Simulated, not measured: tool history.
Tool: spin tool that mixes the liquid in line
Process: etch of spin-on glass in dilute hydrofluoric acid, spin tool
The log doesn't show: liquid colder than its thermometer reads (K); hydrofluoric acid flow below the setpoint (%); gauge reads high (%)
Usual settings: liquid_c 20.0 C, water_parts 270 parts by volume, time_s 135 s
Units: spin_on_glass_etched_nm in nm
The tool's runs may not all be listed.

run   hour  liquid_c  water_parts  time_s  wafers since the last listed run  hours since the thermometer was replaced  hours since the hydrofluoric acid flow meter was replaced  hours since the gauge calibration  read-back film thickness of the spin-on glass reference wafer, read on the same gauge (nm)  spin_on_glass_etched_nm
  1    0.0      20.0          270     135                                 0                                    1880.8                                                     2071.1                              153.9                                                                                      110.00                    12.25
  2   15.0      20.0          270     135                               158                                    1895.8                                                     2086.1                              168.9                                                                                      110.00                    12.29
  3   31.1      20.0          270     135                               169                                    1911.9                                                     2102.2                              185.0                                                                                      110.02                    12.21
  4   41.2      20.0          270     135                               106                                    1922.0                                                     2112.3                              195.1                                                                                      109.99                    12.16
  5   49.7      20.0          270     135                                89                                    1930.5                                                     2120.8                              203.6                                                                                      109.99                    12.16
      99.8  -- gauge calibrated
  6  102.4      20.0          245     135                               556                                    1983.2                                                     2173.5                                2.6                                                                                      110.00                    13.67
  7  110.4      20.0          245     135                                84                                    1991.2                                                     2181.5                               10.6                                                                                      109.98                    13.78
     119.5  -- thermometer replaced
  8  121.8      20.0          245     135                               109                                       2.3                                                     2192.9                               22.0                                                                                      110.00                    15.21
  9  135.9      20.0          270     135                               148                                      16.4                                                     2207.0                               36.1                                                                                      110.00                    13.27
 10  145.4      20.0          355     135                               100                                      25.9                                                     2216.5                               45.6                                                                                      110.01                     9.43
     150.1  -- hydrofluoric acid flow meter replaced
 11  159.7      20.0          270     100                               140                                      40.2                                                        9.6                               59.9                                                                                      110.00                     9.84
 12  168.6      24.0          225     135                                93                                      49.1                                                       18.5                               68.8                                                                                      110.01                    19.50
 13  177.5      20.0          140      60                                93                                      58.0                                                       27.4                               77.7                                                                                      109.98                    12.98
 14  184.9      17.0          270     200                                78                                      65.4                                                       34.8                               85.1                                                                                      110.00                    17.77
 15  199.9      20.0          140     135                               158                                      80.4                                                       49.8                              100.1                                                                                      110.00                    29.18
 16  215.5      20.0          270     135                               164                                      96.0                                                       65.4                              115.7                                                                                      109.98                    13.35
 17  223.4      20.0          150      80                                83                                     103.9                                                       73.3                              123.6                                                                                      110.00                    16.00
 18  233.9      23.5          270      85                               110                                     114.4                                                       83.8                              134.1                                                                                      109.98                     9.57
 19  244.2      20.0          270     135                               108                                     124.7                                                       94.1                              144.4                                                                                      110.00                    13.38
 20  252.8      24.0          320     170                                90                                     133.3                                                      102.7                              153.0                                                                                      110.01                    15.62

Run 21 comes next. What will it give?
 21  267.2      20.0          270     135                               151                                     147.7                                                      117.1                              167.4                                                                                           ?                        ?

read-back film thickness of the spin-on glass reference wafer, read on the same gauge (nm): 110.00
spin_on_glass_etched_nm: 13.39 nm
Without the tool's hidden state the same run would have given spin_on_glass_etched_nm 13.49 nm.
